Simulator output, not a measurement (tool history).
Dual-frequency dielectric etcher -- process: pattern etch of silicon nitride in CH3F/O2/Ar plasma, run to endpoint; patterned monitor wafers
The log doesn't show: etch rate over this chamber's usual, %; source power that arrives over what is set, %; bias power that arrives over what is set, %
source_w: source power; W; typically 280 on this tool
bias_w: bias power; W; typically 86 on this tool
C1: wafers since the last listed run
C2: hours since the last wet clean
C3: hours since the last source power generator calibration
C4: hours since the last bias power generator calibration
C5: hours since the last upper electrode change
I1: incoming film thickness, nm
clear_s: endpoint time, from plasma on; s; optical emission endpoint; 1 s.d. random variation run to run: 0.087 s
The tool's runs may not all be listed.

{"run": 1, "hour": 0.0, "source_w": 280, "bias_w": 86, "C1": 0, "C2": 304.9, "C3": 4276.9, "C4": 2913.9, "C5": 3200.6, "I1": 19.41, "clear_s": 28.1}
{"run": 2, "hour": 9.7, "source_w": 280, "bias_w": 86, "C1": 137, "C2": 314.6, "C3": 4286.6, "C4": 2923.6, "C5": 3210.3, "I1": 19.33, "clear_s": 28.1}
{"run": 3, "hour": 18.7, "source_w": 280, "bias_w": 86, "C1": 127, "C2": 323.6, "C3": 4295.6, "C4": 2932.6, "C5": 3219.3, "I1": 19.43, "clear_s": 27.9}
{"run": 4, "hour": 30.6, "source_w": 280, "bias_w": 86, "C1": 168, "C2": 335.5, "C3": 4307.5, "C4": 2944.5, "C5": 3231.2, "I1": 19.55, "clear_s": 28.2}
{"run": 5, "hour": 42.8, "source_w": 280, "bias_w": 98, "C1": 172, "C2": 347.7, "C3": 4319.7, "C4": 2956.7, "C5": 3243.4, "I1": 19.39, "clear_s": 27.2}
{"run": 6, "hour": 58.5, "source_w": 280, "bias_w": 73, "C1": 221, "C2": 363.4, "C3": 4335.4, "C4": 2972.4, "C5": 3259.1, "I1": 19.62, "clear_s": 29.1}
{"run": 7, "hour": 68.6, "source_w": 280, "bias_w": 73, "C1": 142, "C2": 373.5, "C3": 4345.5, "C4": 2982.5, "C5": 3269.2, "I1": 19.46, "clear_s": 28.9}
{"run": 8, "hour": 75.5, "source_w": 280, "bias_w": 73, "C1": 97, "C2": 380.4, "C3": 4352.4, "C4": 2989.4, "C5": 3276.1, "I1": 19.41, "clear_s": 28.8}
{"hour": 93.5, "done": "source power generator calibrated"}
{"run": 9, "hour": 94.0, "source_w": 280, "bias_w": 86, "C1": 205, "C2": 398.9, "C3": 0.5, "C4": 3007.9, "C5": 3294.6, "I1": 19.37, "clear_s": 27.7}
{"run": 10, "hour": 96.1, "source_w": 280, "bias_w": 86, "C1": 29, "C2": 401, "C3": 2.6, "C4": 3010, "C5": 3296.7, "I1": 19.56, "clear_s": 28}
{"run": 11, "hour": 103.8, "source_w": 280, "bias_w": 86, "C1": 108, "C2": 408.7, "C3": 10.3, "C4": 3017.7, "C5": 3304.4, "I1": 19.42, "clear_s": 27.9}
{"run": 12, "hour": 116.0, "source_w": 310, "bias_w": 86, "C1": 172, "C2": 420.9, "C3": 22.5, "C4": 3029.9, "C5": 3316.6, "I1": 19.54, "clear_s": 26.7}
{"run": 13, "hour": 122.7, "source_w": 310, "bias_w": 86, "C1": 94, "C2": 427.6, "C3": 29.2, "C4": 3036.6, "C5": 3323.3, "I1": 19.5, "clear_s": 26.7}
{"run": 14, "hour": 132.2, "source_w": 280, "bias_w": 86, "C1": 134, "C2": 437.1, "C3": 38.7, "C4": 3046.1, "C5": 3332.8, "I1": 19.5, "clear_s": 27.9}
{"run": 15, "hour": 139.7, "source_w": 220, "bias_w": 74, "C1": 106, "C2": 444.6, "C3": 46.2, "C4": 3053.6, "C5": 3340.3, "I1": 19.47, "clear_s": 31.8}
{"run": 16, "hour": 146.0, "source_w": 260, "bias_w": 94, "C1": 89, "C2": 450.9, "C3": 52.5, "C4": 3059.9, "C5": 3346.6, "I1": 19.58, "clear_s": 28.4}
{"run": 17, "hour": 159.1, "source_w": 280, "bias_w": 65, "C1": 185, "C2": 464, "C3": 65.6, "C4": 3073, "C5": 3359.7, "I1": 19.52, "clear_s": 29.2}
{"run": 18, "hour": 166.1, "source_w": 210, "bias_w": 101, "C1": 98, "C2": 471, "C3": 72.6, "C4": 3080, "C5": 3366.7, "I1": 19.5, "clear_s": 30.5}
{"run": 19, "hour": 181.8, "source_w": 340, "bias_w": 86, "C1": 221, "C2": 486.7, "C3": 88.3, "C4": 3095.7, "C5": 3382.4, "I1": 19.76, "clear_s": 25.9}
{"hour": 215.8, "done": "wet clean of the chamber"}
{"hour": 237.5, "done": "bias power generator calibrated"}
{"hour": 242.8, "done": "upper electrode replaced"}
{"run": 20, "hour": 243.3, "source_w": 310, "bias_w": 66, "C1": 398, "C2": 27.5, "C3": 149.8, "C4": 5.8, "C5": 0.5, "I1": 19.5, "clear_s": 28.9}
{"run": 21, "hour": 243.7, "source_w": 280, "bias_w": 86, "C1": 5, "C2": 27.9, "C3": 150.2, "C4": 6.2, "C5": 0.9, "I1": 19.33, "clear_s": 28.7}
{"run": 22, "hour": 244.1, "source_w": 340, "bias_w": 95, "C1": 5, "C2": 28.3, "C3": 150.6, "C4": 6.6, "C5": 1.3, "I1": 19.64, "clear_s": 26.3}
{"run": 23, "hour": 256.4, "source_w": 320, "bias_w": 98, "C1": 173, "C2": 40.6, "C3": 162.9, "C4": 18.9, "C5": 13.6, "I1": 19.31, "clear_s": 26.2}
{"run": 24, "hour": 266.2, "source_w": 280, "bias_w": 86, "C1": 138, "C2": 50.4, "C3": 172.7, "C4": 28.7, "C5": 23.4, "I1": 19.38, "clear_s": 28.6}
{"run": 25, "hour": 275.5, "source_w": 240, "bias_w": 73, "C1": 131, "C2": 59.7, "C3": 182, "C4": 38, "C5": 32.7, "I1": 19.3, "clear_s": 31.6}
{"run": 26, "hour": 289.5, "source_w": 280, "bias_w": 86, "C1": 197, "C2": 73.7, "C3": 196, "C4": 52, "C5": 46.7, "I1": 19.52, "clear_s": 28.6}
{"run": 27, "hour": 296.8, "source_w": 280, "bias_w": 86, "C1": 103, "C2": 81, "C3": 203.3, "C4": 59.3, "C5": 54, "I1": 19.32, "clear_s": 28.6}
{"run": 28, "hour": 309.0, "source_w": 280, "bias_w": 68, "C1": 172, "C2": 93.2, "C3": 215.5, "C4": 71.5, "C5": 66.2, "I1": 19.61, "clear_s": 30.2}

Measured result minus the same run's result without the hidden state. Both carry the same run-to-run variation, though not necessarily the same gauge scatter:
run=1 clear_s=-0.9
run=2 clear_s=-0.8
run=3 clear_s=-0.9
run=4 clear_s=-0.9
run=5 clear_s=-0.8
run=6 clear_s=-1
run=7 clear_s=-1
run=8 clear_s=-1
run=9 clear_s=-1
run=10 clear_s=-1.1
run=11 clear_s=-1
run=12 clear_s=-1.1
run=13 clear_s=-1
run=14 clear_s=-1.1
run=15 clear_s=-1.3
run=16 clear_s=-1.2
run=17 clear_s=-1.3
run=18 clear_s=-1.3
run=19 clear_s=-1.2
run=20 clear_s=-0.1
run=21 clear_s=-0.1
run=22 clear_s=-0.1
run=23 clear_s=-0.1
run=24 clear_s=-0.2
run=25 clear_s=-0.2
run=26 clear_s=-0.2
run=27 clear_s=-0.2
run=28 clear_s=-0.3
